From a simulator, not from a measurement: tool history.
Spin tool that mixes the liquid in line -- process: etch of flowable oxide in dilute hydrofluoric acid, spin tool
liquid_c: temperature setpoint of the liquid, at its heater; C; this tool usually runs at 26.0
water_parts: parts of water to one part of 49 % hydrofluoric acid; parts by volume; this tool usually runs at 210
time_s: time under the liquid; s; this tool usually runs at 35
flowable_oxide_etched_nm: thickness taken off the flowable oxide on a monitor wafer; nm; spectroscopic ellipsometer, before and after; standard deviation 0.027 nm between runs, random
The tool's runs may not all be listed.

| run | day | liquid_c | water_parts | time_s | read-back film thickness of the flowable oxide reference wafer, read on the same gauge (nm) | flowable_oxide_etched_nm |
|---|---|---|---|---|---|---|
| 1 | 0.000 | 26.0 | 210 | 35 | 40.02 | 7.75 |
| 2 | 0.471 | 26.0 | 210 | 35 | 40.00 | 7.77 |
| 3 | 0.808 | 26.0 | 210 | 35 | 39.99 | 7.69 |
| 4 | 1.100 | 24.0 | 185 | 35 | 40.00 | 8.41 |
| 5 | 1.558 | 24.0 | 185 | 35 | 40.01 | 8.34 |
| 6 | 1.867 | 24.0 | 185 | 35 | 40.00 | 8.31 |
| 7 | 2.421 | 26.0 | 210 | 35 | 40.01 | 7.78 |
| 8 | 3.067 | 26.0 | 285 | 45 | 40.02 | 6.82 |
| 9 | 3.379 | 26.0 | 210 | 35 | 39.97 | 7.75 |
| 10 | 3.638 | 21.5 | 150 | 55 | 40.00 | 15.23 |
| 11 | 3.900 | 26.0 | 210 | 35 | 39.96 | 7.75 |
| 12 | 4.317 | 22.0 | 160 | 40 | 39.98 | 10.52 |
| 13 | 5.067 | 26.0 | 210 | 35 | 39.98 | 7.76 |
| 14 | 5.779 | 26.0 | 210 | 35 | 40.00 | 7.84 |
| 15 | 6.362 | 30.0 | 265 | 20 | 39.97 | 3.87 |
| 16 | 6.850 | 23.5 | 165 | 25 | 40.01 | 6.79 |
| 17 | 7.450 | 29.0 | 210 | 35 | 40.00 | 8.72 |
| 18 | 7.817 | 22.5 | 210 | 25 | 40.03 | 4.91 |
| 19 | 8.200 | 26.0 | 185 | 50 | 40.00 | 13.11 |
| 20 | 8.912 | 26.0 | 125 | 35 | 40.00 | 14.39 |
|  | 9.342 | thermometer replaced |
| 21 | 9.579 | 30.0 | 295 | 45 | 39.96 | 7.59 |
| 22 | 10.304 | 26.0 | 210 | 20 | 40.00 | 4.51 |
| 23 | 10.950 | 29.5 | 210 | 35 | 39.99 | 8.92 |
| 24 | 11.529 | 22.0 | 160 | 40 | 39.98 | 10.63 |
| 25 | 12.112 | 24.0 | 300 | 20 | 39.98 | 2.69 |
| 26 | 12.654 | 22.0 | 175 | 35 | 39.97 | 8.42 |
| 27 | 13.054 | 24.5 | 210 | 50 | 39.99 | 10.63 |
|  | 13.058 | gauge calibrated |
| 28 | 13.442 | 26.0 | 210 | 35 | 40.00 | 7.87 |
|  | 14.479 | hydrofluoric acid flow meter replaced |
| 29 | 15.554 | 26.0 | 210 | 35 | 39.99 | 6.79 |

Forecast run 30:
| 30 | 17.679 | 30.5 | 210 | 35 | ? | ? |

read-back film thickness of the flowable oxide reference wafer, read on the same gauge (nm): 40.02
flowable_oxide_etched_nm: 7.95 nm
Without the tool's hidden state the same run would have given flowable_oxide_etched_nm 7.82 nm.
